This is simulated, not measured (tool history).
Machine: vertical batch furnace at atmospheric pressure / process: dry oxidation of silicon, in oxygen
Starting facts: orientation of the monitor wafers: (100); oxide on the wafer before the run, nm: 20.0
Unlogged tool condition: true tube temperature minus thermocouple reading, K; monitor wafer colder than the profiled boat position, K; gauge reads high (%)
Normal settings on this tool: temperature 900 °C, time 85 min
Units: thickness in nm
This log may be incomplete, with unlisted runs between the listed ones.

run	hour	temperature	time	wafers since the last listed run	hours since the last temperature calibration	hours since the boat lift was adjusted	hours since the gauge calibration	read-back reference wafer on the same gauge, thickness	thickness
1	0	900	85	0	1399.8	5043.4	128.2	35.8	36.39
# hour 33.3: gauge calibrated
2	67.2	915	85	1095	1467	5110.6	33.9	35.79	40.16
3	84.8	915	85	287	1484.6	5128.2	51.5	35.79	40.25
4	107.3	915	85	366	1507.1	5150.7	74	35.8	40.19
5	127.8	900	85	334	1527.6	5171.2	94.5	35.8	36.4
6	143.2	900	85	251	1543	5186.6	109.9	35.8	36.52
# hour 176.6: thermocouples replaced and temperature profile calibrated
7	177.1	900	85	161	0.5	5220.5	143.8	35.8	35.44
8	182.5	900	85	88	5.9	5225.9	149.2	35.81	35.46
# hour 185.6: gauge calibrated
9	187.9	900	85	88	11.3	5231.3	2.3	35.8	35.47
10	203.7	900	85	257	27.1	5247.1	18.1	35.8	35.51
11	218.5	908	47	241	41.9	5261.9	32.9	35.8	30.22
12	236	925	85	285	59.4	5279.4	50.4	35.8	41.73
# hour 272.4: boat lift adjusted
13	272.9	916	111	210	96.3	0.5	87.3	35.81	44.5
14	312.4	886	63.5	644	135.8	40	126.8	35.8	29.81
15	332.6	913	85	329	156	60.2	147	35.81	38.51
16	343.5	915	63.5	177	166.9	71.1	157.9	35.81	34.74

Each row is a separate what-if for the run after 16, all from the same tool condition, not one after another. Results?
# hour 348.8: gauge calibrated
A	349	877	85	89	172.4	76.6	0.2	?	?
# hour 348.8: gauge calibrated
B	349	887	62.5	89	172.4	76.6	0.2	?	?
# hour 348.8: gauge calibrated
C	349	916	99	89	172.4	76.6	0.2	?	?
# hour 348.8: gauge calibrated
D	349	877	97.5	89	172.4	76.6	0.2	?	?

run	read-back reference wafer on the same gauge, thickness	thickness
A	35.81	31.17
B	35.81	29.78
C	35.81	42.09
D	35.81	32.63
With the hidden condition removed and each run's random variation left untouched, the same runs would have given:
run	thickness
A	31.03
B	29.66
C	41.83
D	32.47
